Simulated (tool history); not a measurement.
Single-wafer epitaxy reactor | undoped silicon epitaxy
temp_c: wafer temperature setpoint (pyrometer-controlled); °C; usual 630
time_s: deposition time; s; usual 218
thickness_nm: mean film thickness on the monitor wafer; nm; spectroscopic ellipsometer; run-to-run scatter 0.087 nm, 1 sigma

run	day	temp_c	time_s	wafers since the last listed run	hours since the last pyrometer calibration	hours since the gauge calibration	read-back reference wafer on the same gauge, thickness_nm	thickness_nm
1	0	633	218	0	805.1	1550.2	27.302	28.312
2	2.292	630	229	560	860.1	1605.2	27.291	27.776
3	5.004	630	229	663	925.2	1670.3	27.278	27.644
4	7.329	630	229	569	981	1726.1	27.263	27.828
5	9.896	630	218	628	1042.6	1787.7	27.309	26.712
6	10.979	630	251	265	1068.6	1813.7	27.314	30.541
7	13.458	630	251	606	1128.1	1873.2	27.319	30.471
8	16.262	630	218	686	1195.4	1940.5	27.328	26.517
9	19.192	630	218	716	1265.7	2010.8	27.323	26.667
10	21.992	630	218	685	1332.9	2078	27.283	26.63
# day 22.417: gauge calibrated
11	23.058	630	236	261	1358.5	15.4	27.301	28.749
12	24.133	630	218	263	1384.3	41.2	27.314	26.644
13	26.858	630	218	666	1449.7	106.6	27.303	26.779
14	28.496	630	218	400	1489	145.9	27.291	26.492
15	30.492	630	218	488	1536.9	193.8	27.287	26.662
16	32.562	630	218	506	1586.6	243.5	27.282	26.562
17	35.342	616	201	680	1653.3	310.2	27.303	17.378
18	37.521	638	188	533	1705.6	362.5	27.306	27.793
19	39.388	637	230	456	1750.4	407.3	27.3	33.18
# day 40.158: pyrometer calibrated
20	41.233	643	240	370	25.8	451.6	27.293	36.018
21	43.925	619	218	658	90.4	516.2	27.313	18.151
22	45.617	630	229	414	131	556.8	27.283	25.087
23	47.467	637	236	452	175.4	601.2	27.302	30.78
24	48.55	619	218	265	201.4	627.2	27.286	18.254
25	50.454	630	218	466	247.1	672.9	27.285	24.065
26	51.975	642	175	372	283.6	709.4	27.323	25.867
# day 52.717: pyrometer calibrated, repeated, since the last time left the tool worse
27	54.329	630	218	494	38.7	765.9	27.3	25.319
28	55.946	621	190	395	77.5	804.7	27.292	17.838
29	57.371	618	203	348	111.7	838.9	27.288	17.751
30	59.692	641	180	568	167.4	894.6	27.324	27.531
31	61.179	620	177	364	203.1	930.3	27.303	16.298
32	64.138	616	191	724	274.1	1001.3	27.335	15.982
33	66.017	625	189	459	319.2	1046.4	27.278	19.761

Each row is a separate what-if for the run after 33, all from the same tool condition, not one after another. Results?
A	66.038	630	190	5	319.7	1046.9	?	?
B	66.038	638	251	5	319.7	1046.9	?	?
C	66.038	639	253	5	319.7	1046.9	?	?

run	read-back reference wafer on the same gauge, thickness_nm	thickness_nm
A	27.333	22.297
B	27.333	35.744
C	27.333	36.901
Without the tool's hidden state the same runs would have given:
run	thickness_nm
A	22.004
B	35.282
C	36.425
